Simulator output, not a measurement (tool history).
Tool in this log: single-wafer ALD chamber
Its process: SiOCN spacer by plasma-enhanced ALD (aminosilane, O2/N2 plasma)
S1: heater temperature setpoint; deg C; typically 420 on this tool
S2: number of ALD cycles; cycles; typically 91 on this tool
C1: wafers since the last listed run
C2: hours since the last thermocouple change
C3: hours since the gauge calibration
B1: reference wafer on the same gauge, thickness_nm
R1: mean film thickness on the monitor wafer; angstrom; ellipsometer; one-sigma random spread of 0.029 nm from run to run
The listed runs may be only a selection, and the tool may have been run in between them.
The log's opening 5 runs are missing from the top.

{"run": 6, "hour": 116.3, "S1": 420, "S2": 91, "C1": 76, "C2": 1400.2, "C3": 451.9, "B1": 6.786, "R1": 57.68}
{"run": 7, "hour": 134.8, "S1": 420, "S2": 91, "C1": 57, "C2": 1418.7, "C3": 470.4, "B1": 6.79, "R1": 57.59}
{"run": 8, "hour": 168.8, "S1": 420, "S2": 91, "C1": 105, "C2": 1452.7, "C3": 504.4, "B1": 6.786, "R1": 57.22}
{"run": 9, "hour": 181.4, "S1": 420, "S2": 91, "C1": 39, "C2": 1465.3, "C3": 517, "B1": 6.785, "R1": 57.06}
{"run": 10, "hour": 194.3, "S1": 420, "S2": 91, "C1": 40, "C2": 1478.2, "C3": 529.9, "B1": 6.78, "R1": 57.24}
{"run": 11, "hour": 218.8, "S1": 420, "S2": 91, "C1": 76, "C2": 1502.7, "C3": 554.4, "B1": 6.776, "R1": 57.47}
{"run": 12, "hour": 259.6, "S1": 425, "S2": 91, "C1": 126, "C2": 1543.5, "C3": 595.2, "B1": 6.762, "R1": 56.61}
{"run": 13, "hour": 276.0, "S1": 425, "S2": 91, "C1": 50, "C2": 1559.9, "C3": 611.6, "B1": 6.764, "R1": 56.26}
{"run": 14, "hour": 311.9, "S1": 420, "S2": 91, "C1": 111, "C2": 1595.8, "C3": 647.5, "B1": 6.745, "R1": 57.17}
{"run": 15, "hour": 326.2, "S1": 428, "S2": 91, "C1": 44, "C2": 1610.1, "C3": 661.8, "B1": 6.741, "R1": 55.28}
{"run": 16, "hour": 346.9, "S1": 420, "S2": 91, "C1": 64, "C2": 1630.8, "C3": 682.5, "B1": 6.735, "R1": 57.12}
{"run": 17, "hour": 362.9, "S1": 420, "S2": 91, "C1": 49, "C2": 1646.8, "C3": 698.5, "B1": 6.731, "R1": 56.92}
{"run": 18, "hour": 385.3, "S1": 420, "S2": 96, "C1": 69, "C2": 1669.2, "C3": 720.9, "B1": 6.737, "R1": 60.13}
{"run": 19, "hour": 408.3, "S1": 420, "S2": 91, "C1": 71, "C2": 1692.2, "C3": 743.9, "B1": 6.72, "R1": 56.7}
{"run": 20, "hour": 437.2, "S1": 434, "S2": 75, "C1": 89, "C2": 1721.1, "C3": 772.8, "B1": 6.717, "R1": 44.65}
{"run": 21, "hour": 465.5, "S1": 435, "S2": 97, "C1": 87, "C2": 1749.4, "C3": 801.1, "B1": 6.707, "R1": 58.53}
{"hour": 484.7, "done": "thermocouple changed; heater temperature recalibrated"}
{"run": 22, "hour": 501.0, "S1": 420, "S2": 91, "C1": 85, "C2": 16.3, "C3": 836.6, "B1": 6.685, "R1": 56.22}
{"run": 23, "hour": 521.9, "S1": 405, "S2": 91, "C1": 64, "C2": 37.2, "C3": 857.5, "B1": 6.676, "R1": 58.69}
{"run": 24, "hour": 535.3, "S1": 415, "S2": 107, "C1": 41, "C2": 50.6, "C3": 870.9, "B1": 6.672, "R1": 67.8}
{"run": 25, "hour": 619.4, "S1": 408, "S2": 84, "C1": 260, "C2": 134.7, "C3": 955, "B1": 6.645, "R1": 54.3}
{"hour": 673.5, "done": "gauge calibrated"}
{"run": 26, "hour": 713.7, "S1": 420, "S2": 96, "C1": 292, "C2": 229, "C3": 40.2, "B1": 6.82, "R1": 60.88}
{"run": 27, "hour": 748.1, "S1": 428, "S2": 91, "C1": 106, "C2": 263.4, "C3": 74.6, "B1": 6.816, "R1": 56.64}

For run 28, what comes out?
{"run": 28, "hour": 783.5, "S1": 425, "S2": 101, "C1": 109, "C2": 298.8, "C3": 110, "B1": "?", "R1": "?"}

{"run 28": {"B1": 6.82, "R1": 63.1}}
Were there no unlogged condition in the tool, this run, its random variation unchanged, would have produced R1 63.3 angstrom.
